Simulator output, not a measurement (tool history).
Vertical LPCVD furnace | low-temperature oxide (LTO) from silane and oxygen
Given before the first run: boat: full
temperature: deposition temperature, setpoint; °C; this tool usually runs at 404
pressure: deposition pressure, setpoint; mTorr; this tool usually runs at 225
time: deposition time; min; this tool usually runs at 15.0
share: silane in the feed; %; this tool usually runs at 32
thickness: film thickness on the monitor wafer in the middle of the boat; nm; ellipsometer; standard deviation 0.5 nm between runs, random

run,day,temperature,pressure,time,share,wafers since the last listed run,hours since the last temperature calibration,hours since the pressure gauge was zeroed,hours since the silane flow controller was replaced,hours since the gauge calibration,"read-back reference wafer on the same gauge, thickness",thickness
1,0.000,412,225,18.5,32,0,1227.3,2153.3,2133.2,1144.8,104.73,141.43
# day 2.962: silane flow controller replaced
2,2.983,412,225,18.5,32,601,1298.9,2224.9,0.5,1216.4,104.43,142.11
# day 4.125: thermocouples replaced and temperature profile calibrated
3,5.471,412,225,18.5,32,450,32.3,2284.6,60.2,1276.1,104.25,141.14
4,6.725,404,190,15.0,32,380,62.4,2314.7,90.3,1306.2,104.20,87.94
5,9.075,404,225,15.0,32,712,118.8,2371.1,146.7,1362.6,103.96,104.36
6,11.267,404,225,15.0,32,664,171.4,2423.7,199.3,1415.2,103.69,104.05
7,13.858,404,225,15.0,32,785,233.6,2485.9,261.5,1477.4,103.57,103.26
# day 14.554: gauge calibrated
8,15.417,404,210,15.0,32,472,271.0,2523.3,298.9,20.7,106.86,100.51
9,17.812,397,225,15.0,32,726,328.5,2580.8,356.4,78.2,106.87,98.46
10,18.879,404,225,15.0,32,323,354.1,2606.4,382.0,103.8,106.82,107.68
11,20.138,404,225,15.0,28,381,384.3,2636.6,412.2,134.0,106.74,88.20
12,22.388,404,225,15.0,30,681,438.3,2690.6,466.2,188.0,106.77,97.50
13,23.804,404,190,15.0,32,429,472.3,2724.6,500.2,222.0,106.70,89.78
14,25.404,411,195,15.0,32,484,510.7,2763.0,538.6,260.4,106.88,100.34
15,27.196,414,225,15.0,32,542,553.7,2806.0,581.6,303.4,106.75,120.49
16,28.233,408,225,15.0,32,314,578.6,2830.9,606.5,328.3,106.57,111.71
17,30.817,393,225,15.0,35,782,640.6,2892.9,668.5,390.3,106.67,106.17
18,32.179,393,270,10.0,27,412,673.3,2925.6,701.2,423.0,106.58,58.09
19,33.762,404,225,10.5,32,479,711.3,2963.6,739.2,461.0,106.60,74.48
20,36.392,411,210,12.5,32,796,774.4,3026.7,802.3,524.1,106.52,90.60
21,38.738,404,225,11.5,28,710,830.7,3083.0,858.6,580.4,106.35,67.31
22,39.746,404,195,12.5,37,305,854.9,3107.2,882.8,604.6,106.36,93.09
23,41.138,393,225,12.5,32,421,888.3,3140.6,916.2,638.0,106.20,78.49
24,43.379,401,180,15.0,32,679,942.1,3194.4,970.0,691.8,106.23,81.89
# day 44.979: pressure gauge zeroed
25,46.029,409,250,15.0,32,499,1005.7,25.2,1033.6,755.4,105.98,124.45
26,48.471,404,225,15.0,32,739,1064.3,83.8,1092.2,814.0,106.00,106.64
27,51.354,411,195,15.0,32,873,1133.5,153.0,1161.4,883.2,105.82,100.13
28,53.367,404,225,20.0,36,609,1181.8,201.3,1209.7,931.5,105.70,165.46
29,55.000,397,225,15.0,28,494,1221.0,240.5,1248.9,970.7,105.61,79.87
# day 61.338: thermocouples replaced and temperature profile calibrated
30,61.362,412,225,15.0,32,1624,0.6,393.2,1401.6,1123.4,105.17,115.67
31,63.092,400,245,19.5,38,523,42.1,434.7,1443.1,1164.9,104.84,179.30
32,65.996,401,225,10.0,30,880,111.8,504.4,1512.8,1234.6,104.77,61.93

Each row is a separate what-if for the run after 32, all from the same tool condition, not one after another. Results?
A,66.175,404,225,19.5,32,54,116.1,508.7,1517.1,1238.9,?,?
B,66.175,404,280,15.0,32,54,116.1,508.7,1517.1,1238.9,?,?
C,66.175,404,255,15.0,32,54,116.1,508.7,1517.1,1238.9,?,?

run,"read-back reference wafer on the same gauge, thickness",thickness
A,104.69,136.45
B,104.69,130.61
C,104.69,118.95
The same runs, with their run-to-run variation unchanged, on a tool lacking any hidden condition would have given:
run,thickness
A,139.43
B,133.47
C,121.56
